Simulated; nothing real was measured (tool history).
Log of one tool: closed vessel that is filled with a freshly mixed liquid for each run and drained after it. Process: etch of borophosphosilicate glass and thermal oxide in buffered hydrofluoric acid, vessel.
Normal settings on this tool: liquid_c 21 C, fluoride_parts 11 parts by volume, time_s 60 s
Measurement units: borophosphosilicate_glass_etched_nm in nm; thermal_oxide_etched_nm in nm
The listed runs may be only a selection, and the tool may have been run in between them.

run,hour,liquid_c,fluoride_parts,time_s,wafers since the last listed run,hours since the thermometer was replaced,hours since the hydrofluoric acid flow meter was replaced,hours since the gauge calibration,"read-back film thickness of the borophosphosilicate glass reference wafer, read on the same gauge (nm)","read-back film thickness of the thermal oxide reference wafer, read on the same gauge (nm)",borophosphosilicate_glass_etched_nm,thermal_oxide_etched_nm
1,0,21,11,60,0,731.3,1167,863,149.99,130,71.33,48.88
# hour 1: gauge calibrated
2,55,21,11,50,5863,786.3,1222,54,149.99,130.05,58.84,40.93
3,109.3,21,11,50,5789,840.6,1276.3,108.3,149.99,130.02,58.33,40.76
4,161.2,21,11,50,5533,892.5,1328.2,160.2,150,129.99,58.68,40.74
5,193.6,17.5,11,60,3454,924.9,1360.6,192.6,150,129.98,57.66,40
6,260.4,21,11,60,7121,991.7,1427.4,259.4,150,130.01,70,48.52
7,290.5,21,11,60,3209,1021.8,1457.5,289.5,150,129.98,70.07,48.77
8,340.4,21,11,60,5320,1071.7,1507.4,339.4,149.99,130.01,70.31,48.51
9,402.4,21,11,60,6610,1133.7,1569.4,401.4,150,130.02,70.27,48.59
10,437.2,21,11,60,3710,1168.5,1604.2,436.2,150,130.01,69.94,48.54
11,502,21,11,60,6908,1233.3,1669,501,150,130.01,70.26,48.44
# hour 504: hydrofluoric acid flow meter replaced
12,555.6,18.5,9,45,5607,1286.9,51.6,554.6,150,130.02,53.49,37.26
13,590.2,21,11,60,3688,1321.5,86.2,589.2,150,130.03,70.45,47.93
# hour 622.7: thermometer replaced
14,643.1,24,12,40,5533,20.4,139.1,642.1,149.98,129.96,48.78,33.83
15,700.4,17.5,13.5,75,6108,77.7,196.4,699.4,149.99,130.02,57.17,39.47

For run 16, what comes out?
16,725.5,22.5,7.5,30,2676,102.8,221.5,724.5,?,?,?,?

{"run 16": {"read-back film thickness of the borophosphosilicate glass reference wafer, read on the same gauge (nm)": 150.02, "read-back film thickness of the thermal oxide reference wafer, read on the same gauge (nm)": 129.96, "borophosphosilicate_glass_etched_nm": 52.67, "thermal_oxide_etched_nm": 36.26}}
Without the tool's hidden state the same run would have given borophosphosilicate_glass_etched_nm 56.04 nm, thermal_oxide_etched_nm 38.62 nm.
